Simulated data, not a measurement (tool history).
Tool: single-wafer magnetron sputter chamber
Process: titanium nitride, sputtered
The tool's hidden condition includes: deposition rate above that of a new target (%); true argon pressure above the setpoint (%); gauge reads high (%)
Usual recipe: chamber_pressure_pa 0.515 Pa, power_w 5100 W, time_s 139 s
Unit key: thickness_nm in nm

| run | day | chamber_pressure_pa | power_w | time_s | wafers since the last listed run | wafers on the sputter target | hours since the last manometer calibration | hours since the magnet pack was replaced | hours since the gauge calibration | read-back reference wafer on the same gauge, thickness_nm | thickness_nm |
|---|---|---|---|---|---|---|---|---|---|---|---|
| 1 | 0.000 | 0.515 | 5100 | 145 | 0 | 763 | 1657.6 | 7741.7 | 543.3 | 116.011 | 121.198 |
| 2 | 1.904 | 0.515 | 5100 | 145 | 680 | 1443 | 1703.3 | 7787.4 | 589.0 | 116.013 | 120.296 |
| 3 | 5.158 | 0.515 | 5100 | 125 | 1162 | 2606 | 1781.4 | 7865.5 | 667.1 | 115.862 | 102.578 |
| 4 | 12.333 | 0.515 | 5100 | 125 | 2563 | 5169 | 1953.6 | 8037.7 | 839.3 | 115.926 | 100.011 |
| 5 | 14.912 | 0.388 | 5100 | 139 | 921 | 6090 | 2015.5 | 8099.6 | 901.2 | 115.964 | 115.699 |
| 6 | 17.954 | 0.388 | 5100 | 139 | 1086 | 7177 | 2088.5 | 8172.6 | 974.2 | 115.978 | 116.216 |
|  | 20.333 | gauge calibrated |
| 7 | 22.175 | 0.388 | 5100 | 139 | 1507 | 8684 | 2189.8 | 8273.9 | 44.2 | 115.830 | 116.327 |
|  | 22.817 | capacitance manometer re-zeroed and calibrated |
|  | 24.121 | sputter target and shields replaced |
| 8 | 24.142 | 0.515 | 5100 | 139 | 464 | 7 | 31.8 | 8321.1 | 91.4 | 115.895 | 117.918 |
| 9 | 25.712 | 0.515 | 5450 | 139 | 561 | 568 | 69.5 | 8358.8 | 129.1 | 116.170 | 125.335 |
| 10 | 28.275 | 0.339 | 4250 | 149 | 915 | 1483 | 131.0 | 8420.3 | 190.6 | 116.317 | 108.190 |
| 11 | 32.558 | 0.706 | 3900 | 126 | 1530 | 3013 | 233.8 | 8523.1 | 293.4 | 115.814 | 72.559 |
| 12 | 34.800 | 0.515 | 5100 | 139 | 800 | 3814 | 287.6 | 8576.9 | 347.2 | 116.242 | 112.071 |
|  | 39.033 | magnet pack replaced |
| 13 | 39.121 | 0.515 | 4250 | 159 | 1424 | 5238 | 391.3 | 2.1 | 450.9 | 116.037 | 105.749 |
| 14 | 42.512 | 0.666 | 5100 | 139 | 1211 | 6450 | 472.7 | 83.5 | 532.3 | 115.981 | 104.760 |
| 15 | 46.288 | 0.515 | 5100 | 139 | 1348 | 7798 | 563.3 | 174.1 | 622.9 | 116.060 | 109.365 |
|  | 47.738 | sputter target and shields replaced |
| 16 | 50.675 | 0.353 | 5100 | 163 | 1448 | 1050 | 668.6 | 279.4 | 728.2 | 116.286 | 143.134 |
| 17 | 53.025 | 0.338 | 5500 | 164 | 839 | 1889 | 725.0 | 335.8 | 784.6 | 115.924 | 155.454 |

Below, some changes in thickness_nm between adjacent runs. For each, the amount present without the hidden state too (settings, incoming material, random variation) and the amount remaining for the hidden state with gauge scatter not shared by both compared results:
Run 7 -> 8: chamber_pressure_pa 0.388 -> 0.515, capacitance manometer re-zeroed and calibrated, sputter target and shields replaced. thickness_nm +1.591 nm: hidden state +6.984, all else -5.393.
Run 11 -> 12: chamber_pressure_pa 0.706 -> 0.515, power_w 3900 -> 5100, time_s 126 -> 139. thickness_nm +39.512 nm: hidden state -2.850, all else +42.362.
